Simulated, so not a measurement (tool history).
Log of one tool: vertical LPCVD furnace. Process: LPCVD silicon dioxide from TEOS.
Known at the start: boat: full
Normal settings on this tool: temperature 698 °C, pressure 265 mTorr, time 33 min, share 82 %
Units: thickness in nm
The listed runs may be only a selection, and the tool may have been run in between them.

run	hour	temperature	pressure	time	share	read-back reference wafer on the same gauge, thickness	thickness
1	0	698	265	33	74	246.17	221.95
# hour 33.9: gauge calibrated
2	40.8	698	265	33	74	245.87	219.89
3	112.5	698	265	33	82	245.85	231.95
4	139.2	698	265	33	76	246.02	224.98
5	182.4	698	265	33	76	245.92	224.88
6	352	698	265	33	82	245.96	231.91
7	415.2	698	265	33	77	245.9	225.13
8	460.4	698	265	33	77	245.81	224.95
# hour 493.3: pressure gauge zeroed
9	524.7	698	265	33	77	245.84	224.92
# hour 568.3: TEOS flow controller replaced
10	568.8	698	265	33	82	246.09	233.14
11	590.7	698	265	33	82	245.91	233.01
12	776.8	698	265	33	82	245.87	234.25
13	806.4	698	265	33	82	245.82	234.06
14	868	698	265	33	82	246.08	233.63
15	917.1	698	265	33	82	246.4	233.67
16	970.3	698	210	24	75	246.18	144.84
17	996	698	265	33	82	245.84	233.8
18	1023.9	698	245	20.5	82	246.01	139.43
19	1082.5	698	265	41.5	77	246.05	285.28
20	1121.5	698	265	24.5	82	246.1	173.74
21	1153.5	704	220	29	72	246.22	201.61
# hour 1207.9: gauge calibrated
# hour 1209.3: thermocouples replaced and temperature profile calibrated
22	1209.8	689	295	33	68	246.07	174.35
23	1239.3	693	265	29.5	94	245.69	192.1
24	1286.3	698	325	40.5	82	246.06	303.99
25	1322.3	707	220	37	95	245.92	306.82
26	1353.8	698	310	33	95	246.13	262.33
27	1497	704	265	33	82	245.89	263.14
28	1566.6	698	265	33	82	246.39	228.69
29	1605.1	698	265	33	82	246.21	230.94

Forecast each of these 5 alternatives for the next run:
A	1609.7	698	315	33	82	?	?
B	1609.7	693	265	33	82	?	?
C	1609.7	702	265	37	82	?	?
D	1609.7	698	265	33	95	?	?
E	1609.7	698	315	33	77	?	?

run	read-back reference wafer on the same gauge, thickness	thickness
A	246.01	250.97
B	246.01	204.75
C	246.01	283.2
D	246.01	247.77
E	246.01	243.2
Stripped of hidden state, with their random variation kept, the same runs would have yielded:
run	thickness
A	244.61
B	199.5
C	276.07
D	241.48
E	237.03

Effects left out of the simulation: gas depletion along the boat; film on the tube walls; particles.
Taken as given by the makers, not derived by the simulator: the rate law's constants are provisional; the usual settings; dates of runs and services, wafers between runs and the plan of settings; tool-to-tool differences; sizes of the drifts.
